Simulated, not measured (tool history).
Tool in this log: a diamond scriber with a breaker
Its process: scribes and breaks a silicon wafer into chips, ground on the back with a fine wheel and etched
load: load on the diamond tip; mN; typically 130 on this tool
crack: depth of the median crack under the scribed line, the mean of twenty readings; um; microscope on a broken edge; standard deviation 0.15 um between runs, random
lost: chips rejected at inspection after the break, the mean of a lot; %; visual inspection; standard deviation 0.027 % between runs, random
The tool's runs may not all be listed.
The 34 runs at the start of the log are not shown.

run,hour,load,"incoming depth of the damage left on the back of the incoming wafer, um",crack,lost
# hour 1946: diamond tip replaced by a new one
35,1973.5,119,0.68,7.35,2.58
36,2015.5,130,0.63,7.44,2.35
37,2074.2,130,0.77,6.9,4.56
38,2121,167,0.62,7.69,0.63
# hour 2184.4: load on the tip recalibrated
39,2233.4,160,0.39,7.31,2.44
40,2294.3,143,0.72,7,7.54
41,2342.4,130,0.34,6.56,12.78
# hour 2387.8: diamond tip replaced by a new one
42,2388.8,130,0.67,7.5,0.69

What if the next run were any one of these 3? Each begins from the tool's condition after run 42:
A,2389.5,130,0.36,?,?
B,2389.5,108,0.36,?,?
C,2389.5,110,0.36,?,?

run,crack,lost
A,7.9,0.69
B,7.29,4.15
C,7.35,3.63
What these runs would have given with no unlogged condition in the tool:
run,crack,lost
A,8.06,0.55
B,7.44,2.88
C,7.49,2.46
